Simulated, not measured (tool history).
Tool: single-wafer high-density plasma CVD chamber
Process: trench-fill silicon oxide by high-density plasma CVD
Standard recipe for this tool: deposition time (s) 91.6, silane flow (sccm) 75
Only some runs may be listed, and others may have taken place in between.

run     day  deposition time (s)  silane flow (sccm)  read-back reference wafer on the same gauge, thickness_nm  mean film thickness on the monitor wafer (Å)
  1       0                 91.6                  68                                                    746.532                                       6730.64
  2   1.175                 91.6                  75                                                    745.822                                       7338.76
  3   2.229                 91.6                  75                                                    747.322                                       7317.97
  4   3.683                 91.6                  75                                                     747.65                                       7297.99
  5   5.138                 91.6                  75                                                    747.029                                       7343.03
  6   6.042                 91.6                  75                                                    747.226                                       7331.56
  7   7.367                 91.6                  75                                                    745.774                                       7359.84
  8   8.171                 91.6                  75                                                    748.053                                        7355.4
  9   9.204                 91.6                  75                                                    747.203                                       7319.62
 10  10.396                 91.6                  75                                                    746.933                                       7255.35
 11  11.254                 91.6                  75                                                     747.56                                       7367.84
 12  11.846                101.2                  69                                                    746.853                                       7558.75
 13      13                101.2                  69                                                    747.781                                       7584.35
     14.346  -- silane flow controller replaced
 14  14.367                101.2                  69                                                    747.011                                       7228.39
 15  15.479                 91.6                  64                                                    747.465                                       6157.76
 16  16.021                 91.6                  64                                                    746.972                                       6182.23
 17  17.283                 91.6                  64                                                    748.448                                       6112.69
 18  18.346                 91.6                  75                                                     748.07                                       7042.56
 19  19.204                 91.6                  86                                                    745.633                                       7947.67
     19.738  -- gauge calibrated
 20  20.588                 91.6                  62                                                    745.324                                       5981.06
 21  21.562                 91.6                  75                                                    748.471                                       7082.37
 22  22.821                 85.4                  63                                                    748.521                                       5703.85
 23  25.471                 91.6                  75                                                    747.354                                       7115.14
 24  26.167                 73.8                  80                                                    746.274                                       6014.57
 25  27.146                101.7                  75                                                    746.366                                       7804.55
 26   27.65                 91.6                  75                                                    745.753                                       7046.32
 27  28.758                 91.6                  75                                                     747.85                                       7095.64
 28  29.517                 91.6                  75                                                    747.383                                       7053.99
 29  30.517                 85.2                  68                                                    748.664                                       6141.41
 30  31.788                 98.1                  75                                                    746.594                                       7639.57
 31  32.975                   84                  83                                                    746.221                                        7123.8
 32  34.408                 75.4                  87                                                    746.122                                       6682.71
 33  35.546                101.7                  75                                                    747.472                                       7969.76
 34  36.825                 78.2                  61                                                    747.011                                       5112.95
 35    37.4                 75.3                  83                                                    748.082                                       6403.21
 36  38.612                 91.6                  75                                                     746.76                                        7152.5
 37  42.567                 75.5                  86                                                    748.033                                       6710.39

Here are 5 independent what-if runs from the current tool condition. What would each one return?
  A  42.583                 91.6                  75                                                          ?                                             ?
  B  42.583                 84.7                  61                                                          ?                                             ?
  C  42.583                 81.7                  63                                                          ?                                             ?
  D  42.583                 85.5                  85                                                          ?                                             ?
  E  42.583                 91.6                  87                                                          ?                                             ?

run  read-back reference wafer on the same gauge, thickness_nm  mean film thickness on the monitor wafer (Å)
  A                                                    747.178                                       7131.23
  B                                                    747.178                                       5534.64
  C                                                    747.178                                        5484.6
  D                                                    747.178                                        7420.2
  E                                                    747.178                                       8113.27
Stripped of hidden state, with their random variation kept, the same runs would have yielded:
run  mean film thickness on the monitor wafer (Å)
  A                                       6995.73
  B                                       5429.48
  C                                       5380.38
  D                                       7279.21
  E                                       7959.11

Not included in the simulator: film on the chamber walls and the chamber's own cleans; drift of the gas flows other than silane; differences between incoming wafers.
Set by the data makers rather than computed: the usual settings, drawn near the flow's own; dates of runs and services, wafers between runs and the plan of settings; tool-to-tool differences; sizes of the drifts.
